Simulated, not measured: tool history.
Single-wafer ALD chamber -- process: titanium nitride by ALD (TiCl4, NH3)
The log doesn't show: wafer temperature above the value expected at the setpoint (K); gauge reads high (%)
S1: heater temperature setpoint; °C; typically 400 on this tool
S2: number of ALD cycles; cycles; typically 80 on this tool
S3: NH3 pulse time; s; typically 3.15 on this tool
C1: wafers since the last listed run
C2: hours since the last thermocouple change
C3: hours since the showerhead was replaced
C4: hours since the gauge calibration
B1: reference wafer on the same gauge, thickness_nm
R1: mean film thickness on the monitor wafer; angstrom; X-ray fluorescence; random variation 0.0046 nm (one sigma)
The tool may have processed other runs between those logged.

{"run": 1, "hour": 0.0, "S1": 400, "S2": 80, "S3": 3.15, "C1": 0, "C2": 717.4, "C3": 2290.3, "C4": 892.3, "B1": 2.19, "R1": 18.55}
{"run": 2, "hour": 32.0, "S1": 400, "S2": 80, "S3": 3.15, "C1": 54, "C2": 749.4, "C3": 2322.3, "C4": 924.3, "B1": 2.191, "R1": 18.59}
{"run": 3, "hour": 84.0, "S1": 400, "S2": 80, "S3": 3.15, "C1": 87, "C2": 801.4, "C3": 2374.3, "C4": 976.3, "B1": 2.188, "R1": 18.6}
{"run": 4, "hour": 137.8, "S1": 400, "S2": 80, "S3": 3.15, "C1": 91, "C2": 855.2, "C3": 2428.1, "C4": 1030.1, "B1": 2.19, "R1": 18.55}
{"run": 5, "hour": 168.9, "S1": 400, "S2": 80, "S3": 3.15, "C1": 52, "C2": 886.3, "C3": 2459.2, "C4": 1061.2, "B1": 2.19, "R1": 18.54}
{"run": 6, "hour": 194.3, "S1": 400, "S2": 80, "S3": 3.15, "C1": 42, "C2": 911.7, "C3": 2484.6, "C4": 1086.6, "B1": 2.187, "R1": 18.65}
{"run": 7, "hour": 227.9, "S1": 400, "S2": 80, "S3": 3.15, "C1": 56, "C2": 945.3, "C3": 2518.2, "C4": 1120.2, "B1": 2.189, "R1": 18.61}
{"run": 8, "hour": 257.0, "S1": 400, "S2": 80, "S3": 3.15, "C1": 49, "C2": 974.4, "C3": 2547.3, "C4": 1149.3, "B1": 2.193, "R1": 18.61}
{"run": 9, "hour": 286.2, "S1": 400, "S2": 80, "S3": 3.15, "C1": 49, "C2": 1003.6, "C3": 2576.5, "C4": 1178.5, "B1": 2.191, "R1": 18.54}
{"run": 10, "hour": 321.0, "S1": 400, "S2": 88, "S3": 3.15, "C1": 58, "C2": 1038.4, "C3": 2611.3, "C4": 1213.3, "B1": 2.189, "R1": 20.41}
{"run": 11, "hour": 392.7, "S1": 400, "S2": 88, "S3": 3.15, "C1": 121, "C2": 1110.1, "C3": 2683.0, "C4": 1285.0, "B1": 2.192, "R1": 20.45}
{"run": 12, "hour": 454.9, "S1": 400, "S2": 80, "S3": 3.54, "C1": 105, "C2": 1172.3, "C3": 2745.2, "C4": 1347.2, "B1": 2.189, "R1": 18.69}
{"run": 13, "hour": 491.1, "S1": 400, "S2": 80, "S3": 3.54, "C1": 61, "C2": 1208.5, "C3": 2781.4, "C4": 1383.4, "B1": 2.189, "R1": 18.72}
{"run": 14, "hour": 555.8, "S1": 400, "S2": 80, "S3": 3.54, "C1": 109, "C2": 1273.2, "C3": 2846.1, "C4": 1448.1, "B1": 2.188, "R1": 18.67}
{"hour": 582.8, "done": "gauge calibrated"}
{"run": 15, "hour": 610.3, "S1": 400, "S2": 80, "S3": 3.15, "C1": 92, "C2": 1327.7, "C3": 2900.6, "C4": 27.5, "B1": 2.19, "R1": 18.51}
{"run": 16, "hour": 634.6, "S1": 400, "S2": 80, "S3": 3.15, "C1": 41, "C2": 1352.0, "C3": 2924.9, "C4": 51.8, "B1": 2.19, "R1": 18.62}
{"run": 17, "hour": 688.8, "S1": 400, "S2": 80, "S3": 3.15, "C1": 91, "C2": 1406.2, "C3": 2979.1, "C4": 106.0, "B1": 2.19, "R1": 18.59}
{"run": 18, "hour": 746.5, "S1": 389, "S2": 80, "S3": 3.15, "C1": 97, "C2": 1463.9, "C3": 3036.8, "C4": 163.7, "B1": 2.189, "R1": 18.54}
{"run": 19, "hour": 800.6, "S1": 400, "S2": 80, "S3": 3.15, "C1": 91, "C2": 1518.0, "C3": 3090.9, "C4": 217.8, "B1": 2.19, "R1": 18.62}
{"run": 20, "hour": 825.3, "S1": 389, "S2": 71, "S3": 3.85, "C1": 41, "C2": 1542.7, "C3": 3115.6, "C4": 242.5, "B1": 2.189, "R1": 16.56}
{"run": 21, "hour": 993.1, "S1": 400, "S2": 85, "S3": 2.16, "C1": 283, "C2": 1710.5, "C3": 3283.4, "C4": 410.3, "B1": 2.187, "R1": 19.4}
{"run": 22, "hour": 1017.8, "S1": 391, "S2": 66, "S3": 2.16, "C1": 41, "C2": 1735.2, "C3": 3308.1, "C4": 435.0, "B1": 2.19, "R1": 14.96}
{"run": 23, "hour": 1054.1, "S1": 404, "S2": 84, "S3": 3.15, "C1": 61, "C2": 1771.5, "C3": 3344.4, "C4": 471.3, "B1": 2.19, "R1": 19.5}
{"hour": 1079.2, "done": "thermocouple changed; heater temperature recalibrated"}
{"run": 24, "hour": 1087.8, "S1": 387, "S2": 91, "S3": 2.17, "C1": 43, "C2": 8.6, "C3": 3378.1, "C4": 505.0, "B1": 2.191, "R1": 20.5}
{"run": 25, "hour": 1145.5, "S1": 400, "S2": 80, "S3": 3.15, "C1": 97, "C2": 66.3, "C3": 3435.8, "C4": 562.7, "B1": 2.19, "R1": 18.6}
{"run": 26, "hour": 1189.5, "S1": 400, "S2": 80, "S3": 3.15, "C1": 74, "C2": 110.3, "C3": 3479.8, "C4": 606.7, "B1": 2.188, "R1": 18.64}
{"run": 27, "hour": 1215.4, "S1": 400, "S2": 80, "S3": 3.15, "C1": 43, "C2": 136.2, "C3": 3505.7, "C4": 632.6, "B1": 2.19, "R1": 18.52}
{"run": 28, "hour": 1268.3, "S1": 400, "S2": 80, "S3": 3.57, "C1": 89, "C2": 189.1, "C3": 3558.6, "C4": 685.5, "B1": 2.19, "R1": 18.76}
{"run": 29, "hour": 1308.4, "S1": 400, "S2": 90, "S3": 3.15, "C1": 67, "C2": 229.2, "C3": 3598.7, "C4": 725.6, "B1": 2.19, "R1": 20.97}
{"run": 30, "hour": 1510.4, "S1": 400, "S2": 80, "S3": 3.15, "C1": 341, "C2": 431.2, "C3": 3800.7, "C4": 927.6, "B1": 2.19, "R1": 18.55}
{"run": 31, "hour": 1570.6, "S1": 400, "S2": 73, "S3": 2.09, "C1": 101, "C2": 491.4, "C3": 3860.9, "C4": 987.8, "B1": 2.191, "R1": 16.7}
{"run": 32, "hour": 1635.7, "S1": 406, "S2": 80, "S3": 4.28, "C1": 110, "C2": 556.5, "C3": 3926.0, "C4": 1052.9, "B1": 2.191, "R1": 18.82}
{"hour": 1667.0, "done": "showerhead replaced"}
{"run": 33, "hour": 1693.5, "S1": 400, "S2": 80, "S3": 3.15, "C1": 84, "C2": 614.3, "C3": 26.5, "C4": 1110.7, "B1": 2.189, "R1": 18.63}
{"run": 34, "hour": 1741.8, "S1": 405, "S2": 94, "S3": 2.27, "C1": 81, "C2": 662.6, "C3": 74.8, "C4": 1159.0, "B1": 2.19, "R1": 21.59}
{"run": 35, "hour": 1951.4, "S1": 396, "S2": 80, "S3": 3.15, "C1": 354, "C2": 872.2, "C3": 284.4, "C4": 1368.6, "B1": 2.19, "R1": 18.56}
{"run": 36, "hour": 1980.3, "S1": 410, "S2": 95, "S3": 4.32, "C1": 48, "C2": 901.1, "C3": 313.3, "C4": 1397.5, "B1": 2.191, "R1": 22.36}
{"run": 37, "hour": 2034.6, "S1": 400, "S2": 80, "S3": 3.5, "C1": 91, "C2": 955.4, "C3": 367.6, "C4": 1451.8, "B1": 2.191, "R1": 18.63}
{"run": 38, "hour": 2092.2, "S1": 400, "S2": 80, "S3": 3.15, "C1": 97, "C2": 1013.0, "C3": 425.2, "C4": 1509.4, "B1": 2.19, "R1": 18.62}
{"run": 39, "hour": 2123.3, "S1": 400, "S2": 80, "S3": 3.15, "C1": 52, "C2": 1044.1, "C3": 456.3, "C4": 1540.5, "B1": 2.193, "R1": 18.58}
{"run": 40, "hour": 2179.0, "S1": 394, "S2": 72, "S3": 2.65, "C1": 94, "C2": 1099.8, "C3": 512.0, "C4": 1596.2, "B1": 2.187, "R1": 16.57}
{"run": 41, "hour": 2206.1, "S1": 400, "S2": 80, "S3": 3.15, "C1": 45, "C2": 1126.9, "C3": 539.1, "C4": 1623.3, "B1": 2.188, "R1": 18.51}

How the hidden state differs across the entries between the runs, from the last listed run before each to the first after it:
Runs 14 to 15: gauge calibrated (hour 582.8)
  the hidden state is the same at both runs
Runs 23 to 24: thermocouple changed; heater temperature recalibrated (hour 1079.2)
  the hidden state is the same at both runs
Runs 32 to 33: showerhead replaced (hour 1667.0)
  the hidden state is the same at both runs

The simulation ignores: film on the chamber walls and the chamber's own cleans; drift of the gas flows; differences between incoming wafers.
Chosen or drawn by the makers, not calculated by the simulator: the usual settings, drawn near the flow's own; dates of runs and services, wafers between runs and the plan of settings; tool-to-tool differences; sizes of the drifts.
